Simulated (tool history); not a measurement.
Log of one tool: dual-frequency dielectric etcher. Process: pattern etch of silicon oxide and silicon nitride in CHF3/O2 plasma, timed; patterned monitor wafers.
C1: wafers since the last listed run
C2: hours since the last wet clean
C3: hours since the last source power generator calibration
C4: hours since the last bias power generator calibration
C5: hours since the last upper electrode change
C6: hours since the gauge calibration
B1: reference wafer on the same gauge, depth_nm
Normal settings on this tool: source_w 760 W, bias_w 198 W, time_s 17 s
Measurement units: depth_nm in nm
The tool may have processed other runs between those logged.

{"run": 1, "hour": 0.0, "source_w": 760, "bias_w": 198, "time_s": 17, "C1": 0, "C2": 183.1, "C3": 1982.3, "C4": 2848, "C5": 3445.9, "C6": 328.4, "B1": 25.8, "depth_nm": 28.33}
{"run": 2, "hour": 63.1, "source_w": 760, "bias_w": 198, "time_s": 17, "C1": 708, "C2": 246.2, "C3": 2045.4, "C4": 2911.1, "C5": 3509, "C6": 391.5, "B1": 25.79, "depth_nm": 28.14}
{"run": 3, "hour": 162.4, "source_w": 760, "bias_w": 198, "time_s": 17, "C1": 1114, "C2": 345.5, "C3": 2144.7, "C4": 3010.4, "C5": 3608.3, "C6": 490.8, "B1": 25.79, "depth_nm": 27.95}
{"run": 4, "hour": 220.7, "source_w": 760, "bias_w": 198, "time_s": 20.5, "C1": 654, "C2": 403.8, "C3": 2203, "C4": 3068.7, "C5": 3666.6, "C6": 549.1, "B1": 25.8, "depth_nm": 33.54}
{"hour": 249.3, "done": "wet clean of the chamber"}
{"run": 5, "hour": 326.1, "source_w": 760, "bias_w": 198, "time_s": 20.5, "C1": 913, "C2": 76.8, "C3": 2308.4, "C4": 3174.1, "C5": 3772, "C6": 654.5, "B1": 25.82, "depth_nm": 33.85}
{"run": 6, "hour": 395.7, "source_w": 760, "bias_w": 198, "time_s": 14.5, "C1": 780, "C2": 146.4, "C3": 2378, "C4": 3243.7, "C5": 3841.6, "C6": 724.1, "B1": 25.8, "depth_nm": 23.76}
{"run": 7, "hour": 486.6, "source_w": 760, "bias_w": 198, "time_s": 14.5, "C1": 1019, "C2": 237.3, "C3": 2468.9, "C4": 3334.6, "C5": 3932.5, "C6": 815, "B1": 25.79, "depth_nm": 23.7}
{"run": 8, "hour": 581.3, "source_w": 760, "bias_w": 198, "time_s": 14.5, "C1": 1062, "C2": 332, "C3": 2563.6, "C4": 3429.3, "C5": 4027.2, "C6": 909.7, "B1": 25.81, "depth_nm": 23.6}
{"run": 9, "hour": 685.1, "source_w": 820, "bias_w": 198, "time_s": 17, "C1": 1164, "C2": 435.8, "C3": 2667.4, "C4": 3533.1, "C5": 4131, "C6": 1013.5, "B1": 25.8, "depth_nm": 28.21}
{"hour": 738.2, "done": "wet clean of the chamber"}
{"run": 10, "hour": 756.9, "source_w": 820, "bias_w": 198, "time_s": 17, "C1": 536, "C2": 18.7, "C3": 2739.2, "C4": 3604.9, "C5": 4202.8, "C6": 1085.3, "B1": 25.8, "depth_nm": 29.15}
{"run": 11, "hour": 852.7, "source_w": 820, "bias_w": 198, "time_s": 17, "C1": 1074, "C2": 114.5, "C3": 2835, "C4": 3700.7, "C5": 4298.6, "C6": 1181.1, "B1": 25.81, "depth_nm": 28.95}
{"run": 12, "hour": 946.2, "source_w": 760, "bias_w": 198, "time_s": 19, "C1": 1049, "C2": 208, "C3": 2928.5, "C4": 3794.2, "C5": 4392.1, "C6": 1274.6, "B1": 25.8, "depth_nm": 31.18}
{"run": 13, "hour": 1052.6, "source_w": 760, "bias_w": 198, "time_s": 17, "C1": 1193, "C2": 314.4, "C3": 3034.9, "C4": 3900.6, "C5": 4498.5, "C6": 1381, "B1": 25.8, "depth_nm": 27.77}
{"hour": 1082.6, "done": "bias power generator calibrated"}
{"hour": 1105.0, "done": "gauge calibrated"}
{"hour": 1249.8, "done": "wet clean of the chamber"}
{"run": 14, "hour": 1290.5, "source_w": 820, "bias_w": 198, "time_s": 17, "C1": 2355, "C2": 40.7, "C3": 3272.8, "C4": 207.9, "C5": 4736.4, "C6": 185.5, "B1": 25.81, "depth_nm": 28.92}
{"run": 15, "hour": 1328.4, "source_w": 760, "bias_w": 171, "time_s": 18.5, "C1": 425, "C2": 78.6, "C3": 3310.7, "C4": 245.8, "C5": 4774.3, "C6": 223.4, "B1": 25.81, "depth_nm": 29.05}
{"run": 16, "hour": 1381.5, "source_w": 830, "bias_w": 198, "time_s": 20, "C1": 595, "C2": 131.7, "C3": 3363.8, "C4": 298.9, "C5": 4827.4, "C6": 276.5, "B1": 25.81, "depth_nm": 33.89}
{"run": 17, "hour": 1451.2, "source_w": 760, "bias_w": 198, "time_s": 17, "C1": 782, "C2": 201.4, "C3": 3433.5, "C4": 368.6, "C5": 4897.1, "C6": 346.2, "B1": 25.81, "depth_nm": 27.76}
{"hour": 1476.2, "done": "source power generator calibrated"}
{"run": 18, "hour": 1555.7, "source_w": 620, "bias_w": 171, "time_s": 19, "C1": 1127, "C2": 305.9, "C3": 79.5, "C4": 473.1, "C5": 5001.6, "C6": 450.7, "B1": 25.78, "depth_nm": 27.09}
{"run": 19, "hour": 1593.6, "source_w": 650, "bias_w": 175, "time_s": 17, "C1": 425, "C2": 343.8, "C3": 117.4, "C4": 511, "C5": 5039.5, "C6": 488.6, "B1": 25.81, "depth_nm": 24.73}
{"hour": 1654.0, "done": "upper electrode replaced"}
{"run": 20, "hour": 1654.5, "source_w": 760, "bias_w": 198, "time_s": 17, "C1": 414, "C2": 404.7, "C3": 178.3, "C4": 571.9, "C5": 0.5, "C6": 549.5, "B1": 25.8, "depth_nm": 27.35}
{"run": 21, "hour": 1706.4, "source_w": 760, "bias_w": 198, "time_s": 17, "C1": 582, "C2": 456.6, "C3": 230.2, "C4": 623.8, "C5": 52.4, "C6": 601.4, "B1": 25.8, "depth_nm": 27.26}
{"hour": 1752.8, "done": "wet clean of the chamber"}
{"run": 22, "hour": 1765.8, "source_w": 950, "bias_w": 223, "time_s": 21.5, "C1": 397, "C2": 13, "C3": 289.6, "C4": 683.2, "C5": 111.8, "C6": 660.8, "B1": 25.81, "depth_nm": 40.44}
{"run": 23, "hour": 1801.9, "source_w": 670, "bias_w": 198, "time_s": 15.5, "C1": 405, "C2": 49.1, "C3": 325.7, "C4": 719.3, "C5": 147.9, "C6": 696.9, "B1": 25.79, "depth_nm": 24.4}
{"run": 24, "hour": 1901.8, "source_w": 890, "bias_w": 178, "time_s": 14.5, "C1": 1120, "C2": 149, "C3": 425.6, "C4": 819.2, "C5": 247.8, "C6": 796.8, "B1": 25.81, "depth_nm": 24.66}
{"run": 25, "hour": 1990.4, "source_w": 760, "bias_w": 176, "time_s": 17, "C1": 994, "C2": 237.6, "C3": 514.2, "C4": 907.8, "C5": 336.4, "C6": 885.4, "B1": 25.8, "depth_nm": 27.02}
{"run": 26, "hour": 2066.0, "source_w": 660, "bias_w": 198, "time_s": 20.5, "C1": 848, "C2": 313.2, "C3": 589.8, "C4": 983.4, "C5": 412, "C6": 961, "B1": 25.8, "depth_nm": 31.6}
{"run": 27, "hour": 2118.9, "source_w": 760, "bias_w": 198, "time_s": 17, "C1": 593, "C2": 366.1, "C3": 642.7, "C4": 1036.3, "C5": 464.9, "C6": 1013.9, "B1": 25.79, "depth_nm": 27.69}
{"run": 28, "hour": 2195.3, "source_w": 760, "bias_w": 198, "time_s": 17, "C1": 857, "C2": 442.5, "C3": 719.1, "C4": 1112.7, "C5": 541.3, "C6": 1090.3, "B1": 25.8, "depth_nm": 27.49}
{"hour": 2275.7, "done": "wet clean of the chamber"}
{"run": 29, "hour": 2295.5, "source_w": 620, "bias_w": 198, "time_s": 17, "C1": 855, "C2": 19.8, "C3": 819.3, "C4": 1212.9, "C5": 641.5, "C6": 1190.5, "B1": 25.82, "depth_nm": 25.93}

Same runs, no hidden state in the tool, same run-to-run variation:
Hidden state at play: etch rate over this chamber's usual, %; source power that arrives over what is set, %; bias power that arrives over what is set, %; gauge reads high (%).
run=1 depth_nm=28.11
run=2 depth_nm=28.04
run=3 depth_nm=28.04
run=4 depth_nm=33.79
run=5 depth_nm=33.8
run=6 depth_nm=23.84
run=7 depth_nm=23.93
run=8 depth_nm=24
run=9 depth_nm=28.89
run=10 depth_nm=28.82
run=11 depth_nm=28.82
run=12 depth_nm=31.24
run=13 depth_nm=28.04
run=14 depth_nm=28.94
run=15 depth_nm=29.14
run=16 depth_nm=34.1
run=17 depth_nm=28.06
run=18 depth_nm=27.56
run=19 depth_nm=25.23
run=20 depth_nm=28.01
run=21 depth_nm=28.01
run=22 depth_nm=40.07
run=23 depth_nm=24.23
run=24 depth_nm=24.66
run=25 depth_nm=27.16
run=26 depth_nm=31.92
run=27 depth_nm=28.07
run=28 depth_nm=28.01
run=29 depth_nm=25.82
